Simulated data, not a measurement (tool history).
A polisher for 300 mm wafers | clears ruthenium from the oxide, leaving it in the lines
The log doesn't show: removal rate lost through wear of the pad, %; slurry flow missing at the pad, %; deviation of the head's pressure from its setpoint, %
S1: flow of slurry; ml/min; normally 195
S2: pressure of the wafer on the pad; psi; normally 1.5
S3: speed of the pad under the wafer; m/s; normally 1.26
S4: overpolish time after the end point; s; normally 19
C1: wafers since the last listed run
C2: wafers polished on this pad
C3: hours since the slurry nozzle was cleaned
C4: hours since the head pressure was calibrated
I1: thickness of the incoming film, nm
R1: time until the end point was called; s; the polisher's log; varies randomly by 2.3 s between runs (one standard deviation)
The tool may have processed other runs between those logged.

| run | day | S1 | S2 | S3 | S4 | C1 | C2 | C3 | C4 | I1 | R1 |
|---|---|---|---|---|---|---|---|---|---|---|---|
| 1 | 0 | 195 | 1.5 | 1.26 | 19 | 0 | 1481 | 338.5 | 212.8 | 115 | 139.1 |
| 2 | 1.358 | 195 | 1.5 | 1.26 | 19 | 320 | 1802 | 371.1 | 245.4 | 114.6 | 143.2 |
|  | 1.55 | worn pad replaced by a new one |
| 3 | 2.512 | 195 | 1.5 | 1.26 | 19 | 233 | 226 | 398.8 | 273.1 | 114.4 | 142.8 |
| 4 | 3.629 | 195 | 1.5 | 1.26 | 19 | 263 | 490 | 425.6 | 299.9 | 115.4 | 147.2 |
| 5 | 4.658 | 195 | 1.5 | 1.26 | 19 | 243 | 733 | 450.3 | 324.6 | 113.5 | 145.4 |
| 6 | 5.2 | 195 | 1.5 | 1.26 | 19 | 127 | 861 | 463.3 | 337.6 | 113.8 | 146.4 |
| 7 | 5.725 | 195 | 1.5 | 1.26 | 19 | 123 | 985 | 475.9 | 350.2 | 114.6 | 148.4 |
| 8 | 6.75 | 195 | 1.5 | 1.26 | 19 | 242 | 1227 | 500.5 | 374.8 | 114.5 | 145.9 |
| 9 | 7.762 | 195 | 1.5 | 1.26 | 19 | 239 | 1466 | 524.8 | 399.1 | 116.3 | 151.4 |
| 10 | 8.538 | 195 | 1.5 | 1.26 | 19 | 182 | 1649 | 543.4 | 417.7 | 115.5 | 147 |
|  | 8.829 | worn pad replaced by a new one |
| 11 | 9.2 | 195 | 1.5 | 1.26 | 19 | 117 | 87 | 559.3 | 433.6 | 114.1 | 147.2 |
| 12 | 12.442 | 165 | 1.5 | 1.26 | 19 | 765 | 853 | 637.1 | 511.4 | 112.9 | 147.7 |
| 13 | 13.85 | 165 | 1.5 | 1.26 | 19 | 332 | 1185 | 670.9 | 545.2 | 114.5 | 157.1 |
| 14 | 14.4 | 165 | 1.5 | 1.26 | 19 | 129 | 1315 | 684.1 | 558.4 | 114.6 | 155.2 |
| 15 | 15.671 | 195 | 1.5 | 1.26 | 19 | 300 | 1615 | 714.6 | 588.9 | 114.9 | 149.8 |
|  | 16.354 | worn pad replaced by a new one |
| 16 | 17.062 | 195 | 1.5 | 1.26 | 19 | 289 | 166 | 748 | 622.3 | 117 | 153.3 |
| 17 | 17.896 | 230 | 1.5 | 1.66 | 25 | 196 | 363 | 768 | 642.3 | 115.4 | 107.5 |
|  | 18.433 | slurry nozzle cleaned |
| 18 | 18.938 | 195 | 1.8 | 1.26 | 19 | 236 | 599 | 12.1 | 667.3 | 114.6 | 127.2 |
| 19 | 19.954 | 220 | 1.1 | 1.26 | 19 | 240 | 839 | 36.5 | 691.7 | 114.7 | 196.3 |
| 20 | 21.404 | 195 | 1.5 | 1.26 | 19 | 342 | 1182 | 71.3 | 726.5 | 116.8 | 153.5 |
| 21 | 22.812 | 195 | 1.5 | 1.26 | 19 | 332 | 1514 | 105.1 | 760.3 | 116.2 | 155.6 |
| 22 | 23.388 | 195 | 1.8 | 0.86 | 19 | 135 | 1650 | 118.9 | 774.1 | 115.1 | 186.9 |
|  | 23.962 | worn pad replaced by a new one |
| 23 | 24.496 | 165 | 1.1 | 1.26 | 27 | 222 | 125 | 145.5 | 800.7 | 116 | 206.3 |
|  | 25.062 | head pressure recalibrated |
| 24 | 25.375 | 215 | 1.5 | 1.26 | 19 | 187 | 313 | 166.6 | 7.5 | 113.8 | 132.6 |
| 25 | 26.733 | 145 | 1.5 | 1.26 | 14 | 320 | 634 | 199.2 | 40.1 | 116.6 | 145.5 |
| 26 | 27.642 | 145 | 1.5 | 1.26 | 14 | 214 | 849 | 221 | 61.9 | 113.8 | 149.1 |
| 27 | 28.85 | 195 | 1 | 1.26 | 19 | 285 | 1134 | 250 | 90.9 | 114.9 | 200.6 |
| 28 | 30.342 | 145 | 1.5 | 1.26 | 14 | 352 | 1486 | 285.8 | 126.7 | 112.9 | 147.8 |
|  | 31.254 | worn pad replaced by a new one |
| 29 | 31.471 | 165 | 1.5 | 1.44 | 12 | 227 | 51 | 312.9 | 153.8 | 117 | 131.3 |
| 30 | 32.158 | 160 | 1.9 | 1.4 | 12 | 162 | 213 | 329.4 | 170.3 | 116 | 105.9 |
| 31 | 32.758 | 260 | 1.5 | 1.38 | 29 | 141 | 355 | 343.8 | 184.7 | 117.2 | 125.7 |
| 32 | 34.096 | 195 | 1.5 | 1.26 | 19 | 315 | 671 | 375.9 | 216.8 | 116.7 | 150.2 |

Some steps in R1, run to run, broken into two amounts with sign: the step expected even without the hidden condition (settings, incoming material, random variation), and the rest, left for the hidden condition together with whatever gauge scatter is not in both the measured and the hidden-condition-free result:
Run 16 -> 17: S1 195 -> 230, S3 1.26 -> 1.66, S4 19 -> 25. R1 -45.8 s: hidden state -4.3, all else -41.5.
Run 18 -> 19: S1 195 -> 220, S2 1.8 -> 1.1. R1 +69.1 s: hidden state +6.9, all else +62.2.
Run 23 -> 24: S1 165 -> 215, S2 1.1 -> 1.5, S4 27 -> 19, head pressure recalibrated. R1 -73.7 s: hidden state -21.4, all else -52.3.
Run 27 -> 28: S1 195 -> 145, S2 1 -> 1.5, S4 19 -> 14. R1 -52.8 s: hidden state +0.2, all else -53.
